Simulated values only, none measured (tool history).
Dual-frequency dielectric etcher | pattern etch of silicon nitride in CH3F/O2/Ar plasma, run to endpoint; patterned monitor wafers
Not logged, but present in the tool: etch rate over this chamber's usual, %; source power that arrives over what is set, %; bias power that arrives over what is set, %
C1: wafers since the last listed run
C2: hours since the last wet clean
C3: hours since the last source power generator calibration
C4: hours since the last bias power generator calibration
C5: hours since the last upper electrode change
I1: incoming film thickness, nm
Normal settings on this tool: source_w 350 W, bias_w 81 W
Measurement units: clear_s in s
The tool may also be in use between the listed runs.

{"run": 1, "day": 0.0, "source_w": 350, "bias_w": 81, "C1": 0, "C2": 586.5, "C3": 3134.6, "C4": 1092.9, "C5": 2588.7, "I1": 54.5, "clear_s": 77.2}
{"day": 2.433, "done": "wet clean of the chamber"}
{"run": 2, "day": 4.292, "source_w": 350, "bias_w": 81, "C1": 1031, "C2": 44.6, "C3": 3237.6, "C4": 1195.9, "C5": 2691.7, "I1": 55.6, "clear_s": 81.7}
{"run": 3, "day": 6.533, "source_w": 350, "bias_w": 81, "C1": 702, "C2": 98.4, "C3": 3291.4, "C4": 1249.7, "C5": 2745.5, "I1": 55.1, "clear_s": 80.6}
{"run": 4, "day": 8.879, "source_w": 320, "bias_w": 81, "C1": 735, "C2": 154.7, "C3": 3347.7, "C4": 1306, "C5": 2801.8, "I1": 55.3, "clear_s": 83.9}
{"run": 5, "day": 10.821, "source_w": 320, "bias_w": 81, "C1": 608, "C2": 201.3, "C3": 3394.3, "C4": 1352.6, "C5": 2848.4, "I1": 54.5, "clear_s": 81.8}
{"run": 6, "day": 15.15, "source_w": 350, "bias_w": 81, "C1": 1356, "C2": 305.2, "C3": 3498.2, "C4": 1456.5, "C5": 2952.3, "I1": 54.9, "clear_s": 80.2}
{"run": 7, "day": 18.004, "source_w": 350, "bias_w": 81, "C1": 894, "C2": 373.7, "C3": 3566.7, "C4": 1525, "C5": 3020.8, "I1": 54.8, "clear_s": 79.5}
{"day": 24.042, "done": "wet clean of the chamber"}
{"run": 8, "day": 28.921, "source_w": 350, "bias_w": 81, "C1": 3107, "C2": 117.1, "C3": 3828.7, "C4": 1787, "C5": 3282.8, "I1": 55.5, "clear_s": 81.5}
{"run": 9, "day": 32.358, "source_w": 350, "bias_w": 81, "C1": 1077, "C2": 199.6, "C3": 3911.2, "C4": 1869.5, "C5": 3365.3, "I1": 54.9, "clear_s": 79.9}
{"day": 34.354, "done": "bias power generator calibrated"}
{"run": 10, "day": 35.325, "source_w": 350, "bias_w": 81, "C1": 877, "C2": 270.8, "C3": 3982.4, "C4": 23.3, "C5": 3436.5, "I1": 55.2, "clear_s": 78.5}
{"run": 11, "day": 37.258, "source_w": 350, "bias_w": 81, "C1": 605, "C2": 317.2, "C3": 4028.8, "C4": 69.7, "C5": 3482.9, "I1": 55.4, "clear_s": 79.1}
{"run": 12, "day": 40.929, "source_w": 350, "bias_w": 68, "C1": 1150, "C2": 405.3, "C3": 4116.9, "C4": 157.8, "C5": 3571, "I1": 54.8, "clear_s": 84.3}
{"day": 45.654, "done": "wet clean of the chamber"}
{"run": 13, "day": 45.675, "source_w": 350, "bias_w": 68, "C1": 1173, "C2": 0.5, "C3": 4230.8, "C4": 271.7, "C5": 3684.9, "I1": 55, "clear_s": 87.2}
{"run": 14, "day": 46.692, "source_w": 350, "bias_w": 68, "C1": 318, "C2": 24.9, "C3": 4255.2, "C4": 296.1, "C5": 3709.3, "I1": 54.8, "clear_s": 86.2}
{"run": 15, "day": 49.604, "source_w": 350, "bias_w": 65, "C1": 912, "C2": 94.8, "C3": 4325.1, "C4": 366, "C5": 3779.2, "I1": 55.5, "clear_s": 89.7}
{"run": 16, "day": 51.167, "source_w": 350, "bias_w": 81, "C1": 489, "C2": 132.3, "C3": 4362.6, "C4": 403.5, "C5": 3816.7, "I1": 55.2, "clear_s": 79.9}
{"run": 17, "day": 54.283, "source_w": 320, "bias_w": 100, "C1": 976, "C2": 207.1, "C3": 4437.4, "C4": 478.3, "C5": 3891.5, "I1": 54.8, "clear_s": 75.1}
{"run": 18, "day": 57.792, "source_w": 430, "bias_w": 62, "C1": 1099, "C2": 291.3, "C3": 4521.6, "C4": 562.5, "C5": 3975.7, "I1": 55.8, "clear_s": 83.4}
{"day": 58.721, "done": "source power generator calibrated"}
{"run": 19, "day": 61.646, "source_w": 300, "bias_w": 98, "C1": 1155, "C2": 383.8, "C3": 70.2, "C4": 655, "C5": 4068.2, "I1": 54.9, "clear_s": 77.2}
{"run": 20, "day": 66.521, "source_w": 350, "bias_w": 81, "C1": 1527, "C2": 500.8, "C3": 187.2, "C4": 772, "C5": 4185.2, "I1": 54.6, "clear_s": 78.1}
{"run": 21, "day": 68.733, "source_w": 350, "bias_w": 90, "C1": 693, "C2": 553.9, "C3": 240.3, "C4": 825.1, "C5": 4238.3, "I1": 55, "clear_s": 74.7}
{"day": 71.825, "done": "wet clean of the chamber"}
{"day": 72.579, "done": "upper electrode replaced"}
{"run": 22, "day": 74.429, "source_w": 270, "bias_w": 88, "C1": 1235, "C2": 62.5, "C3": 377, "C4": 961.8, "C5": 44.4, "I1": 55.3, "clear_s": 86.7}
{"run": 23, "day": 76.917, "source_w": 350, "bias_w": 87, "C1": 779, "C2": 122.2, "C3": 436.7, "C4": 1021.5, "C5": 104.1, "I1": 55, "clear_s": 77.9}
{"run": 24, "day": 78.958, "source_w": 350, "bias_w": 96, "C1": 639, "C2": 171.2, "C3": 485.7, "C4": 1070.5, "C5": 153.1, "I1": 55.5, "clear_s": 75.3}
{"run": 25, "day": 80.525, "source_w": 430, "bias_w": 81, "C1": 490, "C2": 208.8, "C3": 523.3, "C4": 1108.1, "C5": 190.7, "I1": 55.2, "clear_s": 74.6}
{"run": 26, "day": 83.338, "source_w": 280, "bias_w": 81, "C1": 881, "C2": 276.3, "C3": 590.8, "C4": 1175.6, "C5": 258.2, "I1": 54.5, "clear_s": 86.3}
{"run": 27, "day": 86.062, "source_w": 440, "bias_w": 88, "C1": 853, "C2": 341.7, "C3": 656.2, "C4": 1241, "C5": 323.6, "I1": 55, "clear_s": 69.9}
{"run": 28, "day": 89.075, "source_w": 310, "bias_w": 81, "C1": 944, "C2": 414, "C3": 728.5, "C4": 1313.3, "C5": 395.9, "I1": 55.3, "clear_s": 83.9}
{"day": 93.929, "done": "wet clean of the chamber"}
{"run": 29, "day": 93.95, "source_w": 300, "bias_w": 93, "C1": 1214, "C2": 0.5, "C3": 845.5, "C4": 1430.3, "C5": 512.9, "I1": 54.8, "clear_s": 81.9}
{"run": 30, "day": 95.871, "source_w": 350, "bias_w": 81, "C1": 601, "C2": 46.6, "C3": 891.6, "C4": 1476.4, "C5": 559, "I1": 55.1, "clear_s": 81.6}
{"run": 31, "day": 100.179, "source_w": 300, "bias_w": 81, "C1": 1350, "C2": 150, "C3": 995, "C4": 1579.8, "C5": 662.4, "I1": 55.2, "clear_s": 86.4}
{"run": 32, "day": 102.071, "source_w": 300, "bias_w": 91, "C1": 592, "C2": 195.4, "C3": 1040.4, "C4": 1625.2, "C5": 707.8, "I1": 55.6, "clear_s": 83.1}
{"run": 33, "day": 105.771, "source_w": 400, "bias_w": 96, "C1": 1159, "C2": 284.2, "C3": 1129.2, "C4": 1714, "C5": 796.6, "I1": 55.1, "clear_s": 71.4}
{"run": 34, "day": 110.108, "source_w": 350, "bias_w": 81, "C1": 1359, "C2": 388.3, "C3": 1233.3, "C4": 1818.1, "C5": 900.7, "I1": 55, "clear_s": 79.8}
{"run": 35, "day": 111.825, "source_w": 420, "bias_w": 90, "C1": 537, "C2": 429.5, "C3": 1274.5, "C4": 1859.3, "C5": 941.9, "I1": 55.9, "clear_s": 72.4}

Branching from run 35: 4 alternative next runs. What would each branch give?
{"run": "A", "day": 111.842, "source_w": 350, "bias_w": 98, "C1": 5, "C2": 429.9, "C3": 1274.9, "C4": 1859.7, "C5": 942.3, "I1": 55.5, "clear_s": "?"}
{"run": "B", "day": 111.842, "source_w": 270, "bias_w": 69, "C1": 5, "C2": 429.9, "C3": 1274.9, "C4": 1859.7, "C5": 942.3, "I1": 55.5, "clear_s": "?"}
{"run": "C", "day": 111.842, "source_w": 350, "bias_w": 91, "C1": 5, "C2": 429.9, "C3": 1274.9, "C4": 1859.7, "C5": 942.3, "I1": 55.5, "clear_s": "?"}
{"run": "D", "day": 111.842, "source_w": 410, "bias_w": 94, "C1": 5, "C2": 429.9, "C3": 1274.9, "C4": 1859.7, "C5": 942.3, "I1": 55.5, "clear_s": "?"}

run=A clear_s=74.3
run=B clear_s=96.3
run=C clear_s=76.8
run=D clear_s=71.2
What these runs would have given with no unlogged condition in the tool:
run=A clear_s=74.3
run=B clear_s=96.3
run=C clear_s=76.8
run=D clear_s=71.2

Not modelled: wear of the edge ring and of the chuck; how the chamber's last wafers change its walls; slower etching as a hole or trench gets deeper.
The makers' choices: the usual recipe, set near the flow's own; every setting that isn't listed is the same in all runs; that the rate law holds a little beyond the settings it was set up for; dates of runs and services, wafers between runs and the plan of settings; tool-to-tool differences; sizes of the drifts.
